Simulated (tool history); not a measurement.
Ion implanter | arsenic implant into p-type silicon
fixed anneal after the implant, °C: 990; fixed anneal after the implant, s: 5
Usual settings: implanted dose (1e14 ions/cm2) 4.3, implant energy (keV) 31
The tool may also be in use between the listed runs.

| run | hour | implanted dose (1e14 ions/cm2) | implant energy (keV) | wafers since the last listed run | hours since the last dose calibration | hours since the extraction supply was calibrated | hours since the gauge calibration | read-back reference wafer on the same gauge, sheet resistance | sheet resistance of the implanted and annealed layer (ohm/square) |
|---|---|---|---|---|---|---|---|---|---|
| 1 | 0 | 4.3 | 31 | 0 | 1724 | 1601 | 3091.1 | 230.99 | 230.53 |
| 2 | 51.5 | 4.3 | 31 | 953 | 1775.5 | 1652.5 | 3142.6 | 230.94 | 230.11 |
|  | 90.1 | Faraday cup replaced and dose calibrated |
| 3 | 140.6 | 4.3 | 31 | 1501 | 50.5 | 1741.6 | 3231.7 | 230.93 | 234.57 |
| 4 | 232.9 | 4.3 | 31 | 1708 | 142.8 | 1833.9 | 3324 | 230.95 | 234.86 |
| 5 | 278.3 | 4.3 | 31 | 840 | 188.2 | 1879.3 | 3369.4 | 230.77 | 235.2 |
| 6 | 347.2 | 4.3 | 31 | 1275 | 257.1 | 1948.2 | 3438.3 | 231.04 | 234.44 |
| 7 | 428.2 | 4.3 | 31 | 1499 | 338.1 | 2029.2 | 3519.3 | 230.96 | 233.89 |
| 8 | 465.2 | 4.3 | 39.5 | 685 | 375.1 | 2066.2 | 3556.3 | 231.07 | 226.01 |
| 9 | 559 | 4.3 | 31 | 1736 | 468.9 | 2160 | 3650.1 | 231.06 | 234.47 |
| 10 | 787 | 3.28 | 31 | 4221 | 696.9 | 2388 | 3878.1 | 230.89 | 284.97 |
| 11 | 836 | 3.28 | 31 | 907 | 745.9 | 2437 | 3927.1 | 230.98 | 285.21 |
| 12 | 940.7 | 3.28 | 31 | 1938 | 850.6 | 2541.7 | 4031.8 | 230.96 | 283.98 |
| 13 | 987.8 | 4.3 | 31 | 872 | 897.7 | 2588.8 | 4078.9 | 231.07 | 233.57 |
|  | 1023.4 | gauge calibrated |
| 14 | 1048.6 | 4.3 | 31 | 1125 | 958.5 | 2649.6 | 25.2 | 230.94 | 233.46 |
| 15 | 1139.8 | 5.16 | 31 | 1688 | 1049.7 | 2740.8 | 116.4 | 230.99 | 204.45 |
| 16 | 1251.6 | 3.88 | 34 | 2069 | 1161.5 | 2852.6 | 228.2 | 230.79 | 246.49 |
| 17 | 1327.7 | 5.13 | 39.5 | 1408 | 1237.6 | 2928.7 | 304.3 | 231.03 | 197 |
| 18 | 1370.9 | 4.85 | 26 | 799 | 1280.8 | 2971.9 | 347.5 | 230.85 | 219.16 |
|  | 1500.9 | extraction supply calibrated |
| 19 | 1619.5 | 3.95 | 31 | 4454 | 1529.4 | 118.6 | 596.1 | 230.93 | 245.26 |
| 20 | 1676.4 | 3.3 | 38 | 1053 | 1586.3 | 175.5 | 653 | 231.03 | 271.43 |
|  | 1746 | Faraday cup replaced and dose calibrated |
| 21 | 1778 | 3.37 | 21.5 | 1732 | 32 | 277.1 | 754.6 | 231.2 | 296.47 |
| 22 | 1818.7 | 3.59 | 31 | 753 | 72.7 | 317.8 | 795.3 | 231.06 | 267.31 |
| 23 | 1883.2 | 3.31 | 23 | 1194 | 137.2 | 382.3 | 859.8 | 231.02 | 297.12 |
| 24 | 1942.9 | 4.3 | 22 | 1105 | 196.9 | 442 | 919.5 | 231.03 | 247.44 |
| 25 | 2038.7 | 4.63 | 26.5 | 1773 | 292.7 | 537.8 | 1015.3 | 231 | 227.76 |
| 26 | 2088.1 | 4.3 | 31 | 914 | 342.1 | 587.2 | 1064.7 | 230.97 | 234.59 |
| 27 | 2126.5 | 3.16 | 41 | 710 | 380.5 | 625.6 | 1103.1 | 230.97 | 281 |
| 28 | 2194.8 | 5.42 | 31 | 1264 | 448.8 | 693.9 | 1171.4 | 231.02 | 198.28 |
| 29 | 2294.8 | 3.09 | 31 | 1851 | 548.8 | 793.9 | 1271.4 | 231.03 | 297.68 |
| 30 | 2369.7 | 4.3 | 39 | 1386 | 623.7 | 868.8 | 1346.3 | 231 | 225.03 |
| 31 | 2471.9 | 3.91 | 20.5 | 1892 | 725.9 | 971 | 1448.5 | 230.9 | 266 |
| 32 | 2535.6 | 4.3 | 31 | 1179 | 789.6 | 1034.7 | 1512.2 | 230.95 | 232.57 |
| 33 | 2623.9 | 4.3 | 31 | 1634 | 877.9 | 1123 | 1600.5 | 230.89 | 232.43 |
| 34 | 2666.4 | 4.3 | 38 | 786 | 920.4 | 1165.5 | 1643 | 230.93 | 225.45 |
| 35 | 2713 | 4.3 | 31 | 862 | 967 | 1212.1 | 1689.6 | 231.12 | 232.76 |
| 36 | 2811.7 | 4.75 | 31 | 1827 | 1065.7 | 1310.8 | 1788.3 | 230.93 | 216.46 |

Predict each of these 5 candidate next runs independently; none follows another, all start after run 36:
| A | 2812.1 | 4.3 | 38.5 | 7 | 1066.1 | 1311.2 | 1788.7 | ? | ? |
| B | 2812.1 | 3.62 | 31 | 7 | 1066.1 | 1311.2 | 1788.7 | ? | ? |
| C | 2812.1 | 3.15 | 20 | 7 | 1066.1 | 1311.2 | 1788.7 | ? | ? |
| D | 2812.1 | 3.09 | 41.5 | 7 | 1066.1 | 1311.2 | 1788.7 | ? | ? |
| E | 2812.1 | 5.23 | 39 | 7 | 1066.1 | 1311.2 | 1788.7 | ? | ? |

| run | read-back reference wafer on the same gauge, sheet resistance | sheet resistance of the implanted and annealed layer (ohm/square) |
|---|---|---|
| A | 231.15 | 224.33 |
| B | 231.15 | 263.25 |
| C | 231.15 | 311.21 |
| D | 231.15 | 282.45 |
| E | 231.15 | 194.19 |
With no hidden state in the tool, these same runs would have given:
| run | sheet resistance of the implanted and annealed layer (ohm/square) |
|---|---|
| A | 227.04 |
| B | 266.47 |
| C | 315.09 |
| D | 285.87 |
| E | 196.47 |
